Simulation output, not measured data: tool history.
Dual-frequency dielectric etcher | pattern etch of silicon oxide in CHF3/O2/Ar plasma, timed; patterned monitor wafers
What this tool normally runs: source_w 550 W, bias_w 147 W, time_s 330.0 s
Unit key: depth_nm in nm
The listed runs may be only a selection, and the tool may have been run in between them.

run,day,source_w,bias_w,time_s,"read-back reference wafer on the same gauge, depth_nm",depth_nm
1,0.000,550,147,268.5,588.3,443.4
2,2.525,550,147,268.5,588.2,452.3
3,5.517,550,147,268.5,587.8,458.0
# day 6.738: bias power generator calibrated
4,7.829,550,147,330.0,588.5,564.0
5,9.188,550,147,330.0,586.5,561.3
6,10.604,550,147,330.0,588.3,568.2
# day 15.433: upper electrode replaced
# day 16.167: wet clean of the chamber
7,16.188,550,147,352.5,588.3,596.2
8,16.204,550,147,352.5,588.5,591.4
9,18.300,470,118,408.5,589.8,565.5
10,20.450,550,147,391.5,588.6,658.3
11,22.225,550,177,330.0,586.7,611.5
12,24.442,550,147,330.0,587.8,563.9
13,27.071,550,147,330.0,587.6,568.1
14,28.996,450,132,389.5,587.0,588.4
# day 30.096: gauge calibrated
15,30.729,460,136,278.5,588.7,428.0
16,32.850,590,174,290.0,587.7,565.8
17,35.242,500,147,425.5,588.7,720.4
# day 36.488: wet clean of the chamber
18,37.492,630,136,255.5,587.2,438.4
19,38.962,430,119,254.0,587.1,343.4
# day 40.079: source power generator calibrated
20,41.071,550,147,330.0,587.9,555.4
21,42.575,680,126,272.5,588.0,466.4
22,44.383,470,127,368.5,588.2,534.5
23,49.571,550,147,330.0,587.8,570.8
24,51.750,550,147,418.5,587.2,721.0
25,54.308,550,167,390.5,588.4,720.5
26,56.675,550,130,330.0,586.7,539.9
# day 59.029: wet clean of the chamber
27,59.050,650,176,330.0,586.6,641.5
28,61.346,660,128,330.0,588.4,551.8
29,63.262,480,147,280.0,586.0,441.1

Branching from run 29: 5 alternative next runs. What would each branch give?
A,63.283,550,147,330.0,?,?
B,63.283,620,128,262.5,?,?
C,63.283,410,135,272.5,?,?
D,63.283,620,147,243.5,?,?
E,63.283,450,130,388.0,?,?

run,"read-back reference wafer on the same gauge, depth_nm",depth_nm
A,587.3,555.4
B,587.3,432.0
C,587.3,386.7
D,587.3,430.9
E,587.3,561.5
With the hidden condition removed and each run's random variation left untouched, the same runs would have given:
run,depth_nm
A,553.3
B,430.4
C,385.3
D,429.3
E,559.5

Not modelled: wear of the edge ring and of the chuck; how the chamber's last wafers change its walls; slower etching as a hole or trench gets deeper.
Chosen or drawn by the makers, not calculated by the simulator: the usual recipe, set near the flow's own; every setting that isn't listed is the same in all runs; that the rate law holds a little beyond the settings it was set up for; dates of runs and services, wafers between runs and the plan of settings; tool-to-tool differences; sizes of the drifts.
